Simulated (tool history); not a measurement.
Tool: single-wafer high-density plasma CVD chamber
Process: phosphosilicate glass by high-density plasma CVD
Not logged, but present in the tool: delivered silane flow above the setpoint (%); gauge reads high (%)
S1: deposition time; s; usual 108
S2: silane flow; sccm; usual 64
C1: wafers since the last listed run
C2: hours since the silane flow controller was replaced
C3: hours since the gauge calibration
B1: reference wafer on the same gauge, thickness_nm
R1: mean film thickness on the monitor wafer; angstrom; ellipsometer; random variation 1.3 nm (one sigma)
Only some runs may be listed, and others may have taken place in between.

{"run": 1, "hour": 0.0, "S1": 108, "S2": 64, "C1": 0, "C2": 2429.4, "C3": 229.5, "B1": 555.964, "R1": 6525.5}
{"run": 2, "hour": 23.3, "S1": 108, "S2": 64, "C1": 351, "C2": 2452.7, "C3": 252.8, "B1": 555.912, "R1": 6525.75}
{"run": 3, "hour": 50.0, "S1": 108, "S2": 64, "C1": 403, "C2": 2479.4, "C3": 279.5, "B1": 555.704, "R1": 6541.35}
{"run": 4, "hour": 65.5, "S1": 108, "S2": 70, "C1": 234, "C2": 2494.9, "C3": 295.0, "B1": 556.19, "R1": 7041.97}
{"run": 5, "hour": 98.2, "S1": 108, "S2": 70, "C1": 493, "C2": 2527.6, "C3": 327.7, "B1": 556.068, "R1": 7018.35}
{"run": 6, "hour": 111.7, "S1": 108, "S2": 70, "C1": 203, "C2": 2541.1, "C3": 341.2, "B1": 555.953, "R1": 7013.25}
{"run": 7, "hour": 145.5, "S1": 102, "S2": 64, "C1": 510, "C2": 2574.9, "C3": 375.0, "B1": 556.033, "R1": 6125.89}
{"run": 8, "hour": 171.2, "S1": 108, "S2": 61, "C1": 388, "C2": 2600.6, "C3": 400.7, "B1": 555.943, "R1": 6228.97}
{"hour": 208.9, "done": "silane flow controller replaced"}
{"run": 9, "hour": 209.4, "S1": 108, "S2": 64, "C1": 456, "C2": 0.5, "C3": 438.9, "B1": 555.808, "R1": 6876.04}
{"run": 10, "hour": 221.7, "S1": 129, "S2": 74, "C1": 185, "C2": 12.8, "C3": 451.2, "B1": 555.688, "R1": 9275.92}
{"run": 11, "hour": 243.3, "S1": 94, "S2": 64, "C1": 326, "C2": 34.4, "C3": 472.8, "B1": 555.73, "R1": 5993.7}
{"run": 12, "hour": 255.6, "S1": 116, "S2": 64, "C1": 185, "C2": 46.7, "C3": 485.1, "B1": 556.272, "R1": 7349.08}
{"hour": 283.5, "done": "gauge calibrated"}
{"run": 13, "hour": 288.6, "S1": 108, "S2": 60, "C1": 498, "C2": 79.7, "C3": 5.1, "B1": 555.883, "R1": 6505.33}
{"run": 14, "hour": 320.6, "S1": 108, "S2": 64, "C1": 483, "C2": 111.7, "C3": 37.1, "B1": 556.014, "R1": 6883.02}
{"run": 15, "hour": 350.9, "S1": 121, "S2": 59, "C1": 457, "C2": 142.0, "C3": 67.4, "B1": 556.037, "R1": 7190.91}
{"run": 16, "hour": 426.9, "S1": 97, "S2": 57, "C1": 1147, "C2": 218.0, "C3": 143.4, "B1": 555.689, "R1": 5585.25}

4 options for the next run, each taken on its own from the tool as it stands now. Forecast them:
{"run": "A", "hour": 427.3, "S1": 108, "S2": 59, "C1": 6, "C2": 218.4, "C3": 143.8, "B1": "?", "R1": "?"}
{"run": "B", "hour": 427.3, "S1": 123, "S2": 59, "C1": 6, "C2": 218.4, "C3": 143.8, "B1": "?", "R1": "?"}
{"run": "C", "hour": 427.3, "S1": 108, "S2": 76, "C1": 6, "C2": 218.4, "C3": 143.8, "B1": "?", "R1": "?"}
{"run": "D", "hour": 427.3, "S1": 108, "S2": 54, "C1": 6, "C2": 218.4, "C3": 143.8, "B1": "?", "R1": "?"}

run=A B1=555.755 R1=6433.84
run=B B1=555.755 R1=7327.43
run=C B1=555.755 R1=7970.19
run=D B1=555.755 R1=5981.97
The same runs, with their run-to-run variation unchanged, on a tool lacking any hidden condition would have given:
run=A R1=6412.71
run=B R1=7303.36
run=C R1=7944.01
run=D R1=5962.32

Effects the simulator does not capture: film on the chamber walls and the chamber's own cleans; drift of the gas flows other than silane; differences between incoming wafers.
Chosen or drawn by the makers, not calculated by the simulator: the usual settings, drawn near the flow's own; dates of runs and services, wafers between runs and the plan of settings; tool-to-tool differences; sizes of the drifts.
